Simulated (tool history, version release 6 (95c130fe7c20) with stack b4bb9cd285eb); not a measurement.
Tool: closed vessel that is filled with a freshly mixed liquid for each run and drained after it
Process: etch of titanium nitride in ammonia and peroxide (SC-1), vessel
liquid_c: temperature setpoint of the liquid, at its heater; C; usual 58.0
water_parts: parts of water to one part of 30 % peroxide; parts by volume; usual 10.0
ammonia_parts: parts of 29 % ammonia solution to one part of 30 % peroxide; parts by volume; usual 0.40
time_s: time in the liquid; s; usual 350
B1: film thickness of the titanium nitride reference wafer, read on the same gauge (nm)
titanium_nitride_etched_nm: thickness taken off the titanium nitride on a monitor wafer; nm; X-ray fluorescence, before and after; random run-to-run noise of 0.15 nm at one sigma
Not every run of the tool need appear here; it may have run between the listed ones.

run 1 day=0.000 | liquid_c=58.0 water_parts=10.0 ammonia_parts=0.30 time_s=350 | B1=49.97 | titanium_nitride_etched_nm=16.34
run 2 day=1.438 | liquid_c=61.5 water_parts=10.0 ammonia_parts=0.50 time_s=350 | B1=49.98 | titanium_nitride_etched_nm=22.58
run 3 day=2.167 | liquid_c=58.0 water_parts=10.0 ammonia_parts=0.40 time_s=350 | B1=50.00 | titanium_nitride_etched_nm=16.99
run 4 day=2.917 | liquid_c=58.0 water_parts=10.0 ammonia_parts=0.40 time_s=350 | B1=49.99 | titanium_nitride_etched_nm=16.96
run 5 day=3.608 | liquid_c=58.0 water_parts=10.0 ammonia_parts=0.40 time_s=350 | B1=49.99 | titanium_nitride_etched_nm=16.77
run 6 day=4.283 | liquid_c=58.0 water_parts=13.0 ammonia_parts=0.40 time_s=350 | B1=50.01 | titanium_nitride_etched_nm=14.93
run 7 day=5.138 | liquid_c=58.0 water_parts=10.0 ammonia_parts=0.40 time_s=350 | B1=49.99 | titanium_nitride_etched_nm=17.19
run 8 day=5.929 | liquid_c=58.0 water_parts=13.5 ammonia_parts=0.50 time_s=350 | B1=49.96 | titanium_nitride_etched_nm=15.25
run 9 day=7.412 | liquid_c=67.5 water_parts=14.5 ammonia_parts=0.40 time_s=350 | B1=50.00 | titanium_nitride_etched_nm=26.04
-- day=7.721 thermometer replaced
run 10 day=10.133 | liquid_c=51.0 water_parts=12.5 ammonia_parts=0.40 time_s=350 | B1=50.02 | titanium_nitride_etched_nm=8.47
run 11 day=11.604 | liquid_c=58.0 water_parts=10.0 ammonia_parts=0.40 time_s=350 | B1=50.03 | titanium_nitride_etched_nm=15.63
run 12 day=12.950 | liquid_c=51.0 water_parts=10.0 ammonia_parts=0.60 time_s=350 | B1=50.01 | titanium_nitride_etched_nm=10.30
run 13 day=14.279 | liquid_c=58.0 water_parts=10.0 ammonia_parts=0.40 time_s=350 | B1=50.03 | titanium_nitride_etched_nm=15.34
run 14 day=15.283 | liquid_c=58.0 water_parts=10.0 ammonia_parts=0.25 time_s=350 | B1=49.97 | titanium_nitride_etched_nm=13.97
-- day=16.083 gauge calibrated
-- day=16.417 thermometer replaced, repeated, since the last time left the tool worse
run 15 day=16.617 | liquid_c=58.0 water_parts=12.0 ammonia_parts=0.50 time_s=350 | B1=49.99 | titanium_nitride_etched_nm=17.59
run 16 day=17.283 | liquid_c=67.5 water_parts=12.5 ammonia_parts=0.40 time_s=555 | B1=50.00 | titanium_nitride_etched_nm=48.99
run 17 day=18.358 | liquid_c=58.0 water_parts=10.0 ammonia_parts=0.40 time_s=350 | B1=50.01 | titanium_nitride_etched_nm=18.68
-- day=19.150 ammonia flow meter replaced
run 18 day=19.504 | liquid_c=58.0 water_parts=13.5 ammonia_parts=0.40 time_s=350 | B1=50.01 | titanium_nitride_etched_nm=15.98
run 19 day=20.871 | liquid_c=58.0 water_parts=10.0 ammonia_parts=0.40 time_s=215 | B1=50.02 | titanium_nitride_etched_nm=11.55
run 20 day=22.008 | liquid_c=64.0 water_parts=5.0 ammonia_parts=0.40 time_s=350 | B1=49.99 | titanium_nitride_etched_nm=38.59
run 21 day=22.621 | liquid_c=55.5 water_parts=10.0 ammonia_parts=0.40 time_s=425 | B1=49.98 | titanium_nitride_etched_nm=19.33
-- day=23.488 new drum of ammonia solution connected
run 22 day=23.633 | liquid_c=48.5 water_parts=10.0 ammonia_parts=0.40 time_s=220 | B1=50.04 | titanium_nitride_etched_nm=6.16
run 23 day=24.346 | liquid_c=58.0 water_parts=14.5 ammonia_parts=0.55 time_s=350 | B1=50.00 | titanium_nitride_etched_nm=16.31
run 24 day=25.804 | liquid_c=50.5 water_parts=13.0 ammonia_parts=0.40 time_s=350 | B1=49.95 | titanium_nitride_etched_nm=9.73
run 25 day=26.992 | liquid_c=64.0 water_parts=5.0 ammonia_parts=0.40 time_s=350 | B1=50.00 | titanium_nitride_etched_nm=38.25
run 26 day=27.504 | liquid_c=61.5 water_parts=10.0 ammonia_parts=0.25 time_s=350 | B1=50.03 | titanium_nitride_etched_nm=21.36
run 27 day=28.292 | liquid_c=65.5 water_parts=14.0 ammonia_parts=0.60 time_s=415 | B1=49.98 | titanium_nitride_etched_nm=32.36
run 28 day=28.954 | liquid_c=54.0 water_parts=7.0 ammonia_parts=0.30 time_s=350 | B1=50.00 | titanium_nitride_etched_nm=15.97

Branching from run 28: 3 alternative next runs. What would each branch give?
run A day=28.983 | liquid_c=58.0 water_parts=8.0 ammonia_parts=0.40 time_s=350 | B1=? | titanium_nitride_etched_nm=?
run B day=28.983 | liquid_c=52.5 water_parts=10.0 ammonia_parts=0.40 time_s=485 | B1=? | titanium_nitride_etched_nm=?
run C day=28.983 | liquid_c=62.0 water_parts=10.0 ammonia_parts=0.40 time_s=350 | B1=? | titanium_nitride_etched_nm=?

run=A B1=49.97 titanium_nitride_etched_nm=21.09
run=B B1=49.97 titanium_nitride_etched_nm=17.94
run=C B1=49.97 titanium_nitride_etched_nm=24.43
Without the tool's unlogged condition, the same runs would have read:
run=A titanium_nitride_etched_nm=21.81
run=B titanium_nitride_etched_nm=18.58
run=C titanium_nitride_etched_nm=25.26
